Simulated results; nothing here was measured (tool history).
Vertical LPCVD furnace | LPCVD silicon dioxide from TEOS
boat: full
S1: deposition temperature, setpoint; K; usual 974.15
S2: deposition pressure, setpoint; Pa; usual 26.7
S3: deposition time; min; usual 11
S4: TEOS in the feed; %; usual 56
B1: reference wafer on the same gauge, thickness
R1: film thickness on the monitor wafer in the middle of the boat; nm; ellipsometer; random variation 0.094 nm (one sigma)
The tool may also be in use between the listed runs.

{"run": 1, "hour": 0.0, "S1": 974.15, "S2": 26.7, "S3": 11, "S4": 56, "B1": 51.21, "R1": 69.1}
{"run": 2, "hour": 17.4, "S1": 974.15, "S2": 30, "S3": 11, "S4": 56, "B1": 51.2, "R1": 73.24}
{"run": 3, "hour": 30.1, "S1": 974.15, "S2": 30, "S3": 11, "S4": 56, "B1": 51.2, "R1": 73.27}
{"run": 4, "hour": 44.5, "S1": 974.15, "S2": 30, "S3": 11, "S4": 56, "B1": 51.2, "R1": 73.25}
{"run": 5, "hour": 75.2, "S1": 974.15, "S2": 26.7, "S3": 11, "S4": 56, "B1": 51.22, "R1": 69.08}
{"run": 6, "hour": 85.4, "S1": 974.15, "S2": 26.7, "S3": 11, "S4": 56, "B1": 51.18, "R1": 68.97}
{"hour": 94.9, "done": "gauge calibrated"}
{"hour": 117.5, "done": "pressure gauge zeroed"}
{"run": 7, "hour": 118.0, "S1": 974.15, "S2": 26.7, "S3": 11, "S4": 56, "B1": 51.2, "R1": 68.93}
{"run": 8, "hour": 121.3, "S1": 974.15, "S2": 26.7, "S3": 11, "S4": 56, "B1": 51.19, "R1": 69.06}
{"hour": 147.8, "done": "TEOS flow controller replaced"}
{"hour": 156.0, "done": "thermocouples replaced and temperature profile calibrated"}
{"run": 9, "hour": 156.5, "S1": 969.15, "S2": 22.7, "S3": 9.5, "S4": 51, "B1": 51.18, "R1": 42.23}
{"run": 10, "hour": 159.8, "S1": 974.15, "S2": 26.7, "S3": 11, "S4": 56, "B1": 51.18, "R1": 62.59}
{"run": 11, "hour": 163.2, "S1": 974.15, "S2": 26.7, "S3": 9, "S4": 56, "B1": 51.2, "R1": 50.95}
{"run": 12, "hour": 187.5, "S1": 974.15, "S2": 26.7, "S3": 11, "S4": 56, "B1": 51.2, "R1": 62.51}
{"run": 13, "hour": 196.1, "S1": 974.15, "S2": 24, "S3": 14.5, "S4": 47, "B1": 51.21, "R1": 72}
{"run": 14, "hour": 203.5, "S1": 974.15, "S2": 26.7, "S3": 11, "S4": 50, "B1": 51.2, "R1": 59.27}

Forecast each of these 4 alternatives for the next run:
{"run": "A", "hour": 206.9, "S1": 974.15, "S2": 20, "S3": 11, "S4": 56, "B1": "?", "R1": "?"}
{"run": "B", "hour": 206.9, "S1": 970.15, "S2": 30, "S3": 7, "S4": 53, "B1": "?", "R1": "?"}
{"run": "C", "hour": 206.9, "S1": 964.15, "S2": 30, "S3": 11, "S4": 56, "B1": "?", "R1": "?"}
{"run": "D", "hour": 206.9, "S1": 978.15, "S2": 24.7, "S3": 14, "S4": 60, "B1": "?", "R1": "?"}

run=A B1=51.2 R1=54.38
run=B B1=51.2 R1=37.56
run=C B1=51.2 R1=52.68
run=D B1=51.2 R1=87.26
Without the tool's hidden state the same runs would have given:
run=A R1=54.07
run=B R1=37.35
run=C R1=52.38
run=D R1=86.77
